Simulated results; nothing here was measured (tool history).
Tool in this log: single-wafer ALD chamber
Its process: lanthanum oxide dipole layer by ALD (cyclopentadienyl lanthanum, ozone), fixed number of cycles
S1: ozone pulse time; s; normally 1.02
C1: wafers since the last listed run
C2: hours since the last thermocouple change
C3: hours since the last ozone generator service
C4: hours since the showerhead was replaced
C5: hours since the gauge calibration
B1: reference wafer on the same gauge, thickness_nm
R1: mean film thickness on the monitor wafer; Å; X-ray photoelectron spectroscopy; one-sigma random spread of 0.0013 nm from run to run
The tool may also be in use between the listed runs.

run 1 hour=0.0 | S1=1.02 | C1=0 C2=1351.2 C3=1299.5 C4=5367.0 C5=105.7 | B1=0.625 | R1=4.79
run 2 hour=24.8 | S1=1.02 | C1=581 C2=1376.0 C3=1324.3 C4=5391.8 C5=130.5 | B1=0.624 | R1=4.80
run 3 hour=48.9 | S1=1.02 | C1=564 C2=1400.1 C3=1348.4 C4=5415.9 C5=154.6 | B1=0.624 | R1=4.82
run 4 hour=80.1 | S1=1.02 | C1=730 C2=1431.3 C3=1379.6 C4=5447.1 C5=185.8 | B1=0.626 | R1=4.79
run 5 hour=95.9 | S1=1.02 | C1=370 C2=1447.1 C3=1395.4 C4=5462.9 C5=201.6 | B1=0.625 | R1=4.79
run 6 hour=121.2 | S1=1.02 | C1=592 C2=1472.4 C3=1420.7 C4=5488.2 C5=226.9 | B1=0.625 | R1=4.79
run 7 hour=147.6 | S1=0.87 | C1=618 C2=1498.8 C3=1447.1 C4=5514.6 C5=253.3 | B1=0.625 | R1=4.56
-- hour=229.2 thermocouple changed; heater temperature recalibrated
run 8 hour=234.1 | S1=0.87 | C1=1839 C2=4.9 C3=1533.6 C4=5601.1 C5=339.8 | B1=0.626 | R1=4.54
-- hour=262.9 ozone generator serviced
-- hour=266.7 showerhead replaced
run 9 hour=270.0 | S1=0.87 | C1=564 C2=40.8 C3=7.1 C4=3.3 C5=375.7 | B1=0.625 | R1=5.09
run 10 hour=283.5 | S1=0.72 | C1=316 C2=54.3 C3=20.6 C4=16.8 C5=389.2 | B1=0.625 | R1=4.85
-- hour=285.9 gauge calibrated
run 11 hour=300.6 | S1=1.41 | C1=400 C2=71.4 C3=37.7 C4=33.9 C5=14.7 | B1=0.625 | R1=5.63

For run 12, what comes out?
run 12 hour=319.1 | S1=1.02 | C1=433 C2=89.9 C3=56.2 C4=52.4 C5=33.2 | B1=? | R1=?

Run 12 came out at B1 0.625, R1 5.25 Å.
The same run, on a tool lacking any hidden state, would have yielded R1 5.34 Å.
